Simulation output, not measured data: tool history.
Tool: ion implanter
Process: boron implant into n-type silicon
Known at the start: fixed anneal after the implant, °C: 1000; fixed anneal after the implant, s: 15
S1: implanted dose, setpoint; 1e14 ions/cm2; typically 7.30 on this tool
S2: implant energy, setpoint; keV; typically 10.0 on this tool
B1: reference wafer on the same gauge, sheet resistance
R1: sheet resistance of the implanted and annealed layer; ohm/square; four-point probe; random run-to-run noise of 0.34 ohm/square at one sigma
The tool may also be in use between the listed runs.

run   hour    S1    S2      B1      R1
  1    0.0  8.38  11.0  154.99  155.14
  2   16.7  8.38  11.0  155.02  155.12
  3   24.1  8.38  11.0  154.95  155.26
  4   41.7  7.77  10.0  155.00  166.55
  5   59.4  7.77  10.0  154.95  166.06
  6   73.0  7.30  10.0  154.99  173.58
  7   79.1  7.30  10.0  155.08  174.13
  8   89.7  7.30  10.0  154.94  173.70
  9  101.5  7.30  10.0  154.98  174.60
 10  119.4  7.30   7.5  154.97  182.45
 11  137.0  7.30   7.5  154.96  182.51
     147.3  -- gauge calibrated
 12  151.7  7.30   7.5  155.08  182.90
 13  159.9  7.30   8.5  155.00  178.03
 14  171.5  7.30   8.5  155.09  177.95
 15  177.7  7.30   8.5  155.07  178.07
 16  186.6  7.30  10.0  154.97  173.83
 17  196.7  6.46  10.0  154.99  190.26
     214.4  -- extraction supply calibrated
 18  214.9  7.30  10.0  155.01  173.42
 19  219.6  7.30  10.0  155.04  173.59
 20  231.3  7.30   6.5  154.94  189.43
 21  247.8  9.23   9.0  154.96  152.23
 22  257.6  8.56   9.0  155.03  159.24
 23  265.5  5.57   6.5  155.00  227.26
 24  277.4  5.70   9.0  154.90  212.41
 25  287.6  5.57   6.5  155.07  226.10
     307.1  -- Faraday cup replaced and dose calibrated
 26  307.6  6.47  13.0  154.99  191.41
 27  319.9  7.96  13.0  155.14  162.02
 28  328.6  8.79   7.0  155.04  170.11
 29  341.5  7.30  13.0  155.12  173.40
 30  355.7  8.71  11.0  155.01  155.02
 31  364.8  6.06  12.5  155.08  201.59
     378.7  -- gauge calibrated
 32  381.5  9.23   9.0  154.92  154.69
 33  397.7  8.01   8.0  155.00  173.24
 34  414.4  8.34  10.0  155.08  161.47
 35  425.9  5.67   9.0  154.97  218.84
 36  442.3  7.30  10.0  155.04  177.28

5 ways to go on from here, each from the tool as it stands after run 36. What would each give?
  A  442.7  7.30  10.0   ?   ?
  B  442.7  7.30   7.0   ?   ?
  C  442.7  8.16  10.0   ?   ?
  D  442.7  6.15   7.5   ?   ?
  E  442.7  8.72   8.5   ?   ?

run      B1      R1
  A  155.09  177.66
  B  155.09  189.10
  C  155.09  163.89
  D  155.09  210.27
  E  155.09  161.91
Stripped of hidden state, with their random variation kept, the same runs would have yielded:
run      R1
  A  179.48
  B  190.78
  C  165.48
  D  212.43
  E  163.28
